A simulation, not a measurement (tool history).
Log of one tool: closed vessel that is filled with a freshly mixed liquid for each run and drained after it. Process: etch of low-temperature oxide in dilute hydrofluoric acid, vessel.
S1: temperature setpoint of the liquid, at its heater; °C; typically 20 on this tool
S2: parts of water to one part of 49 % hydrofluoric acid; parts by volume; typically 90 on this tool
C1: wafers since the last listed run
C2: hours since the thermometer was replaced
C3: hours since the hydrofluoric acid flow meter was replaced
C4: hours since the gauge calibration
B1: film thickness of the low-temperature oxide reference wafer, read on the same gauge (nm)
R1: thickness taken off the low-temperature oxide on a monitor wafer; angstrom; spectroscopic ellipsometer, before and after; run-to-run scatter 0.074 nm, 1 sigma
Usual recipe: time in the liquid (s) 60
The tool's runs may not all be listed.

{"run": 1, "hour": 0.0, "S1": 20, "S2": 90, "time in the liquid (s)": 60, "C1": 0, "C2": 2144, "C3": 410.1, "C4": 784.3, "B1": 139.99, "R1": 154}
{"run": 2, "hour": 57.9, "S1": 20, "S2": 120, "time in the liquid (s)": 60, "C1": 8166, "C2": 2201.9, "C3": 468, "C4": 842.2, "B1": 140.02, "R1": 110.8}
{"run": 3, "hour": 125.7, "S1": 20, "S2": 120, "time in the liquid (s)": 60, "C1": 9563, "C2": 2269.7, "C3": 535.8, "C4": 910, "B1": 140.01, "R1": 110.2}
{"run": 4, "hour": 175.8, "S1": 20, "S2": 120, "time in the liquid (s)": 60, "C1": 7066, "C2": 2319.8, "C3": 585.9, "C4": 960.1, "B1": 140, "R1": 111.5}
{"run": 5, "hour": 223.8, "S1": 20, "S2": 90, "time in the liquid (s)": 60, "C1": 6770, "C2": 2367.8, "C3": 633.9, "C4": 1008.1, "B1": 139.98, "R1": 155.1}
{"run": 6, "hour": 258.1, "S1": 20, "S2": 90, "time in the liquid (s)": 60, "C1": 4838, "C2": 2402.1, "C3": 668.2, "C4": 1042.4, "B1": 139.99, "R1": 152.9}
{"run": 7, "hour": 313.0, "S1": 20, "S2": 90, "time in the liquid (s)": 60, "C1": 7743, "C2": 2457, "C3": 723.1, "C4": 1097.3, "B1": 140.01, "R1": 153.7}
{"run": 8, "hour": 371.3, "S1": 20, "S2": 90, "time in the liquid (s)": 60, "C1": 8223, "C2": 2515.3, "C3": 781.4, "C4": 1155.6, "B1": 140.01, "R1": 155.3}
{"run": 9, "hour": 431.4, "S1": 20, "S2": 110, "time in the liquid (s)": 60, "C1": 8477, "C2": 2575.4, "C3": 841.5, "C4": 1215.7, "B1": 139.98, "R1": 122.1}
{"run": 10, "hour": 489.5, "S1": 21, "S2": 90, "time in the liquid (s)": 60, "C1": 8195, "C2": 2633.5, "C3": 899.6, "C4": 1273.8, "B1": 140.01, "R1": 160.5}
{"run": 11, "hour": 548.9, "S1": 20, "S2": 65, "time in the liquid (s)": 60, "C1": 8378, "C2": 2692.9, "C3": 959, "C4": 1333.2, "B1": 140.01, "R1": 219.6}
{"hour": 571.8, "done": "thermometer replaced"}
{"run": 12, "hour": 606.2, "S1": 20, "S2": 90, "time in the liquid (s)": 60, "C1": 7941, "C2": 34.4, "C3": 1016.3, "C4": 1390.5, "B1": 139.99, "R1": 161.1}
{"run": 13, "hour": 657.4, "S1": 18.5, "S2": 90, "time in the liquid (s)": 35, "C1": 7221, "C2": 85.6, "C3": 1067.5, "C4": 1441.7, "B1": 140, "R1": 88.3}
{"run": 14, "hour": 721.5, "S1": 20, "S2": 90, "time in the liquid (s)": 90, "C1": 9041, "C2": 149.7, "C3": 1131.6, "C4": 1505.8, "B1": 140, "R1": 239.5}
{"hour": 725.7, "done": "hydrofluoric acid flow meter replaced"}
{"run": 15, "hour": 781.2, "S1": 20, "S2": 65, "time in the liquid (s)": 70, "C1": 8279, "C2": 209.4, "C3": 55.5, "C4": 1565.5, "B1": 140, "R1": 268.8}
{"run": 16, "hour": 815.0, "S1": 17, "S2": 70, "time in the liquid (s)": 85, "C1": 4767, "C2": 243.2, "C3": 89.3, "C4": 1599.3, "B1": 139.99, "R1": 267.4}
{"run": 17, "hour": 873.7, "S1": 20, "S2": 90, "time in the liquid (s)": 70, "C1": 8279, "C2": 301.9, "C3": 148, "C4": 1658, "B1": 140.01, "R1": 189}
{"run": 18, "hour": 921.2, "S1": 20, "S2": 90, "time in the liquid (s)": 60, "C1": 6699, "C2": 349.4, "C3": 195.5, "C4": 1705.5, "B1": 140.01, "R1": 162.7}
{"run": 19, "hour": 1086.9, "S1": 20, "S2": 90, "time in the liquid (s)": 60, "C1": 23372, "C2": 515.1, "C3": 361.2, "C4": 1871.2, "B1": 139.99, "R1": 163.2}
{"hour": 1116.2, "done": "thermometer replaced, repeated, since the last time left the tool worse"}
{"run": 20, "hour": 1154.6, "S1": 22, "S2": 90, "time in the liquid (s)": 50, "C1": 9408, "C2": 38.4, "C3": 428.9, "C4": 1938.9, "B1": 139.99, "R1": 133.5}
{"run": 21, "hour": 1187.1, "S1": 20, "S2": 90, "time in the liquid (s)": 45, "C1": 4584, "C2": 70.9, "C3": 461.4, "C4": 1971.4, "B1": 139.97, "R1": 110.7}
{"run": 22, "hour": 1245.2, "S1": 17, "S2": 70, "time in the liquid (s)": 30, "C1": 8195, "C2": 129, "C3": 519.5, "C4": 2029.5, "B1": 140.04, "R1": 85.1}
{"run": 23, "hour": 1297.7, "S1": 18, "S2": 90, "time in the liquid (s)": 60, "C1": 7405, "C2": 181.5, "C3": 572, "C4": 2082, "B1": 140, "R1": 135.5}
{"hour": 1306.2, "done": "gauge calibrated"}
{"run": 24, "hour": 1387.6, "S1": 20, "S2": 60, "time in the liquid (s)": 60, "C1": 12680, "C2": 271.4, "C3": 661.9, "C4": 81.4, "B1": 140.02, "R1": 230.9}
{"run": 25, "hour": 1442.7, "S1": 21.5, "S2": 90, "time in the liquid (s)": 60, "C1": 7771, "C2": 326.5, "C3": 717, "C4": 136.5, "B1": 140, "R1": 157.9}
{"run": 26, "hour": 1482.3, "S1": 20, "S2": 90, "time in the liquid (s)": 30, "C1": 5585, "C2": 366.1, "C3": 756.6, "C4": 176.1, "B1": 140.02, "R1": 74.6}
{"run": 27, "hour": 1523.9, "S1": 20, "S2": 90, "time in the liquid (s)": 60, "C1": 5867, "C2": 407.7, "C3": 798.2, "C4": 217.7, "B1": 140.01, "R1": 149.5}
{"run": 28, "hour": 1573.1, "S1": 20, "S2": 125, "time in the liquid (s)": 60, "C1": 6939, "C2": 456.9, "C3": 847.4, "C4": 266.9, "B1": 140.03, "R1": 103.4}
{"run": 29, "hour": 1612.4, "S1": 17, "S2": 70, "time in the liquid (s)": 60, "C1": 5543, "C2": 496.2, "C3": 886.7, "C4": 306.2, "B1": 140, "R1": 172.1}
{"run": 30, "hour": 1652.2, "S1": 20, "S2": 90, "time in the liquid (s)": 60, "C1": 5613, "C2": 536, "C3": 926.5, "C4": 346, "B1": 140.01, "R1": 148.4}
{"run": 31, "hour": 1697.4, "S1": 17, "S2": 70, "time in the liquid (s)": 60, "C1": 6375, "C2": 581.2, "C3": 971.7, "C4": 391.2, "B1": 139.99, "R1": 174.1}
{"run": 32, "hour": 1761.6, "S1": 20, "S2": 100, "time in the liquid (s)": 40, "C1": 9055, "C2": 645.4, "C3": 1035.9, "C4": 455.4, "B1": 140, "R1": 88.8}
{"hour": 1791.4, "done": "hydrofluoric acid flow meter replaced"}
{"run": 33, "hour": 1798.8, "S1": 17, "S2": 115, "time in the liquid (s)": 60, "C1": 5106, "C2": 682.6, "C3": 7.4, "C4": 492.6, "B1": 139.98, "R1": 100.6}

Alternative continuations, all from the tool just after run 33; predict every row:
{"run": "A", "hour": 1799.5, "S1": 20, "S2": 135, "time in the liquid (s)": 60, "C1": 98, "C2": 683.3, "C3": 8.1, "C4": 493.3, "B1": "?", "R1": "?"}
{"run": "B", "hour": 1799.5, "S1": 22, "S2": 90, "time in the liquid (s)": 60, "C1": 98, "C2": 683.3, "C3": 8.1, "C4": 493.3, "B1": "?", "R1": "?"}
{"run": "C", "hour": 1799.5, "S1": 20, "S2": 105, "time in the liquid (s)": 80, "C1": 98, "C2": 683.3, "C3": 8.1, "C4": 493.3, "B1": "?", "R1": "?"}

run=A B1=139.97 R1=94
run=B B1=139.97 R1=160.7
run=C B1=139.97 R1=166.4
With no hidden state in the tool, these same runs would have given:
run=A R1=92.8
run=B R1=158.8
run=C R1=164.4

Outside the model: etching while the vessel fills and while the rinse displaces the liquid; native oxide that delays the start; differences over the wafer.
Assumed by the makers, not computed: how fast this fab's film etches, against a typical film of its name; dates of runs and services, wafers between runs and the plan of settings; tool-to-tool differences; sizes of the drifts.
